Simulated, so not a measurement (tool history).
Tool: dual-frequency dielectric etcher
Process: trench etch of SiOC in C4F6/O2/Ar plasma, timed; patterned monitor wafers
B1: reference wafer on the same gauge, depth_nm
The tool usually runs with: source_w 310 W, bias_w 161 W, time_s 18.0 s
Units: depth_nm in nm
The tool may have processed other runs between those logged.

{"run": 1, "hour": 0.0, "source_w": 310, "bias_w": 161, "time_s": 22.5, "B1": 36.5, "depth_nm": 37.54}
{"run": 2, "hour": 35.2, "source_w": 310, "bias_w": 161, "time_s": 20.5, "B1": 36.39, "depth_nm": 34.28}
{"run": 3, "hour": 47.6, "source_w": 310, "bias_w": 161, "time_s": 20.5, "B1": 36.4, "depth_nm": 34.33}
{"run": 4, "hour": 68.0, "source_w": 310, "bias_w": 161, "time_s": 18.0, "B1": 36.37, "depth_nm": 29.92}
{"run": 5, "hour": 97.0, "source_w": 310, "bias_w": 142, "time_s": 18.0, "B1": 36.47, "depth_nm": 27.94}
{"run": 6, "hour": 123.9, "source_w": 310, "bias_w": 142, "time_s": 18.0, "B1": 36.46, "depth_nm": 27.96}
{"run": 7, "hour": 150.2, "source_w": 310, "bias_w": 161, "time_s": 18.0, "B1": 36.38, "depth_nm": 29.64}
{"run": 8, "hour": 238.2, "source_w": 310, "bias_w": 161, "time_s": 18.0, "B1": 36.36, "depth_nm": 29.38}
{"run": 9, "hour": 263.4, "source_w": 310, "bias_w": 161, "time_s": 18.0, "B1": 36.39, "depth_nm": 29.51}
{"run": 10, "hour": 279.6, "source_w": 310, "bias_w": 161, "time_s": 18.0, "B1": 36.36, "depth_nm": 29.5}
{"run": 11, "hour": 303.0, "source_w": 310, "bias_w": 161, "time_s": 21.0, "B1": 36.37, "depth_nm": 34.44}
{"hour": 313.6, "done": "source power generator calibrated"}
{"run": 12, "hour": 328.3, "source_w": 310, "bias_w": 161, "time_s": 18.0, "B1": 36.39, "depth_nm": 29.29}
{"run": 13, "hour": 340.7, "source_w": 310, "bias_w": 151, "time_s": 15.5, "B1": 36.42, "depth_nm": 24.39}
{"hour": 369.5, "done": "wet clean of the chamber"}
{"run": 14, "hour": 370.0, "source_w": 310, "bias_w": 161, "time_s": 18.0, "B1": 36.42, "depth_nm": 30.84}
{"hour": 385.5, "done": "bias power generator calibrated"}
{"run": 15, "hour": 392.3, "source_w": 250, "bias_w": 180, "time_s": 23.0, "B1": 36.36, "depth_nm": 37.78}
{"hour": 396.0, "done": "gauge calibrated"}
{"run": 16, "hour": 412.9, "source_w": 310, "bias_w": 128, "time_s": 18.0, "B1": 36.32, "depth_nm": 27.29}
{"hour": 465.4, "done": "upper electrode replaced"}
{"run": 17, "hour": 465.9, "source_w": 340, "bias_w": 198, "time_s": 23.0, "B1": 36.45, "depth_nm": 44.71}
{"run": 18, "hour": 466.3, "source_w": 310, "bias_w": 161, "time_s": 18.0, "B1": 36.32, "depth_nm": 30.6}
{"run": 19, "hour": 489.0, "source_w": 310, "bias_w": 134, "time_s": 18.0, "B1": 36.38, "depth_nm": 27.74}
{"run": 20, "hour": 502.5, "source_w": 280, "bias_w": 124, "time_s": 22.0, "B1": 36.34, "depth_nm": 31.11}
{"run": 21, "hour": 532.3, "source_w": 310, "bias_w": 161, "time_s": 18.0, "B1": 36.43, "depth_nm": 30.31}
{"run": 22, "hour": 548.5, "source_w": 270, "bias_w": 140, "time_s": 15.5, "B1": 36.4, "depth_nm": 22.91}
{"run": 23, "hour": 596.6, "source_w": 310, "bias_w": 161, "time_s": 21.0, "B1": 36.39, "depth_nm": 35.14}

Forecast each of these 3 alternatives for the next run:
{"run": "A", "hour": 597.0, "source_w": 310, "bias_w": 161, "time_s": 18.0, "B1": "?", "depth_nm": "?"}
{"run": "B", "hour": 597.0, "source_w": 350, "bias_w": 182, "time_s": 15.5, "B1": "?", "depth_nm": "?"}
{"run": "C", "hour": 597.0, "source_w": 310, "bias_w": 197, "time_s": 18.0, "B1": "?", "depth_nm": "?"}

run=A B1=36.34 depth_nm=30.06
run=B B1=36.34 depth_nm=28.95
run=C B1=36.34 depth_nm=33.20
Stripped of hidden state, with their random variation kept, the same runs would have yielded:
run=A depth_nm=30.81
run=B depth_nm=29.68
run=C depth_nm=34.04
